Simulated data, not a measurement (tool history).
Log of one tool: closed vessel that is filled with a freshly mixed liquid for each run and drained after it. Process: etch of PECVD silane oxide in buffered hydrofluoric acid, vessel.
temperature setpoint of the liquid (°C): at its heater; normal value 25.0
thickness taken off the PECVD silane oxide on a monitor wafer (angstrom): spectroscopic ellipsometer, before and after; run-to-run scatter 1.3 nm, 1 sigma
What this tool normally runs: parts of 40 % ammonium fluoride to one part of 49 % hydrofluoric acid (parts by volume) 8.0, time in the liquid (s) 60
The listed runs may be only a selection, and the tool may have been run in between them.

run,hour,temperature setpoint of the liquid (°C),parts of 40 % ammonium fluoride to one part of 49 % hydrofluoric acid (parts by volume),time in the liquid (s),wafers since the last listed run,hours since the thermometer was replaced,hours since the hydrofluoric acid flow meter was replaced,hours since the gauge calibration,"read-back film thickness of the PECVD silane oxide reference wafer, read on the same gauge (nm)",thickness taken off the PECVD silane oxide on a monitor wafer (angstrom)
1,0.0,23.5,8.0,70,0,1921.1,981.6,32.5,109.99,2889.3
2,49.0,23.5,8.0,70,6533,1970.1,1030.6,81.5,110.00,2888.7
3,66.0,23.5,8.0,70,2266,1987.1,1047.6,98.5,109.96,2901.0
4,77.2,25.0,6.0,60,1493,1998.3,1058.8,109.7,109.97,3571.5
5,88.2,27.0,8.0,60,1466,2009.3,1069.8,120.7,110.01,2980.6
6,102.6,27.0,8.0,60,1920,2023.7,1084.2,135.1,109.97,2981.4
7,113.1,25.0,8.0,60,1400,2034.2,1094.7,145.6,110.01,2693.2
8,129.1,25.0,8.0,60,2133,2050.2,1110.7,161.6,110.04,2703.4
# hour 134.4: thermometer replaced
9,139.7,25.0,8.0,60,1280,5.3,1121.3,172.2,110.00,2683.0
10,149.8,25.0,8.0,60,1346,15.4,1131.4,182.3,110.06,2687.7
# hour 156.0: gauge calibrated
11,156.0,25.0,8.0,60,826,21.6,1137.6,0.0,110.02,2678.8
12,171.2,23.0,5.5,60,2026,36.8,1152.8,15.2,109.99,3409.0
# hour 176.2: hydrofluoric acid flow meter replaced
13,188.5,25.0,8.0,60,2173,54.1,12.3,32.5,110.02,2701.4
14,203.3,26.5,5.5,60,1973,68.9,27.1,47.3,109.98,4134.4
15,215.0,22.5,8.0,70,1560,80.6,38.8,59.0,109.94,2743.7
16,222.6,25.0,8.0,60,1013,88.2,46.4,66.6,110.01,2675.4
17,238.7,22.5,6.5,60,2146,104.3,62.5,82.7,110.04,2861.8
18,246.1,20.5,5.5,60,986,111.7,69.9,90.1,110.00,2958.9
19,256.7,25.0,8.0,50,1413,122.3,80.5,100.7,110.05,2260.6
20,266.2,29.5,9.0,60,1266,131.8,90.0,110.2,110.04,2999.2
21,281.7,22.5,6.0,60,2066,147.3,105.5,125.7,110.01,3078.3
22,294.0,25.0,8.0,60,1640,159.6,117.8,138.0,109.99,2686.5

5 options for the next run, each taken on its own from the tool as it stands now. Forecast them:
A,294.7,25.0,8.0,60,93,160.3,118.5,138.7,?,?
B,294.7,25.0,8.0,30,93,160.3,118.5,138.7,?,?
C,294.7,25.0,8.0,40,93,160.3,118.5,138.7,?,?
D,294.7,26.5,10.5,40,93,160.3,118.5,138.7,?,?
E,294.7,25.0,10.0,60,93,160.3,118.5,138.7,?,?

run,"read-back film thickness of the PECVD silane oxide reference wafer, read on the same gauge (nm)",thickness taken off the PECVD silane oxide on a monitor wafer (angstrom)
A,110.04,2666.0
B,110.04,1333.0
C,110.04,1777.3
D,110.04,1513.7
E,110.04,2195.9
With no hidden state in the tool, these same runs would have given:
run,thickness taken off the PECVD silane oxide on a monitor wafer (angstrom)
A,2666.0
B,1333.0
C,1777.3
D,1513.7
E,2195.9
